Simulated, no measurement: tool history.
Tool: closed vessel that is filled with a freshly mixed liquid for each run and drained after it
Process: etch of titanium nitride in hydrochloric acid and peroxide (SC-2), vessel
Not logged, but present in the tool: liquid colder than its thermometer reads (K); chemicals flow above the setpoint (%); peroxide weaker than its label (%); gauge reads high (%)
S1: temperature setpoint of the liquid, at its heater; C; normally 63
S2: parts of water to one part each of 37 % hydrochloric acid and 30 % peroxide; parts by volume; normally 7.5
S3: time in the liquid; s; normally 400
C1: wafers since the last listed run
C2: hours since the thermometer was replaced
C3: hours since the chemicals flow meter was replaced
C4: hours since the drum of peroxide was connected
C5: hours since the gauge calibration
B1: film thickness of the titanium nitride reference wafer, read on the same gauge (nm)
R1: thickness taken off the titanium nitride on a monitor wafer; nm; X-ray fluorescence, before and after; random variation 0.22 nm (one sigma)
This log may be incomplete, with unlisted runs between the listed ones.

run,hour,S1,S2,S3,C1,C2,C3,C4,C5,B1,R1
1,0,63,7.5,335,0,926.3,1212.7,316.6,961.2,60.02,27.76
2,88.6,63,7.5,335,5732,1014.9,1301.3,405.2,1049.8,60.01,28.08
3,149,63,7.5,400,3908,1075.3,1361.7,465.6,1110.2,59.98,32.91
4,241.9,63,7.5,400,6011,1168.2,1454.6,558.5,1203.1,60.02,33
5,340.5,69,7.5,400,6379,1266.8,1553.2,657.1,1301.7,60.06,47.66
6,383.9,63,7.5,400,2808,1310.2,1596.6,700.5,1345.1,60,33
7,445.9,63,7.5,400,4011,1372.2,1658.6,762.5,1407.1,59.95,32.66
8,538.3,63,5.5,295,5978,1464.6,1751,854.9,1499.5,59.99,30.54
9,610.3,63,5.5,295,4658,1536.6,1823,926.9,1571.5,60,30.41
# hour 771.2: new drum of peroxide connected
10,854,63,7.5,400,15703,1780.3,2066.7,82.8,1815.2,59.94,30.96
11,896.8,63,7.5,400,2769,1823.1,2109.5,125.6,1858,59.96,30.75
12,937.1,63,7.5,400,2607,1863.4,2149.8,165.9,1898.3,60.01,30.84
# hour 943.3: thermometer replaced
13,1016.2,57.5,7.5,400,5053,72.9,2228.9,245,1977.4,60,21.79
# hour 1065.8: new drum of peroxide connected, repeated, since the last time left the tool worse
14,1117.6,63,7.5,400,6496,174.3,2330.3,51.8,2078.8,60.02,33.71
# hour 1194.7: gauge calibrated
15,1201.1,70.5,11.5,535,5402,257.8,2413.8,135.3,6.4,59.99,49.29
# hour 1207.8: chemicals flow meter replaced
16,1294.1,55,7.5,325,5952,350.8,86.3,228.3,99.4,60,16.36
17,1352.5,72,10,470,3778,409.2,144.7,286.7,157.8,59.99,53.34
18,1402.5,63,7.5,400,3235,459.2,194.7,336.7,207.8,60.01,33.42
19,1490.9,63,7.5,400,5719,547.6,283.1,425.1,296.2,60.01,33.18
20,1582.6,65.5,4,485,5933,639.3,374.8,516.8,387.9,60.04,73.84
21,1626.6,71.5,6.5,580,2846,683.3,418.8,560.8,431.9,59.99,89.01
22,1692.6,69,4,570,4270,749.3,484.8,626.8,497.9,60.01,106.12
23,1768.8,58.5,9.5,335,4930,825.5,561,703,574.1,60.01,17.09
24,1873,63,7.5,285,6742,929.7,665.2,807.2,678.3,60.02,23.14
25,1916.6,63,7.5,400,2821,973.3,708.8,850.8,721.9,60.04,32.6
26,1996.3,63,7.5,400,5156,1053,788.5,930.5,801.6,59.98,32.28
# hour 2031.6: new drum of peroxide connected
27,2070.4,63,7.5,400,4729,1127.1,862.6,38.8,875.7,60,33.63
28,2134.6,70.5,5,295,4154,1191.3,926.8,103,939.9,60.01,53.01
29,2205.3,59,7.5,400,4574,1262,997.5,173.7,1010.6,60.02,26.28

Some steps in R1 between neighbouring runs. How much of each would the tool show without its hidden state too (settings, what came in, random variation), and how much is left for the hidden state, with any gauge scatter that isn't in both results?
Run 13 -> 14: S1 57.5 -> 63, new drum of peroxide connected, repeated, since the last time left the tool worse. R1 +11.92 nm: hidden state +2.07, all else +9.85.
Run 19 -> 20: S1 63 -> 65.5, S2 7.5 -> 4, S3 400 -> 485. R1 +40.66 nm: hidden state -1.02, all else +41.68.
Run 22 -> 23: S1 69 -> 58.5, S2 4 -> 9.5, S3 570 -> 335. R1 -89.03 nm: hidden state +2.4, all else -91.43.
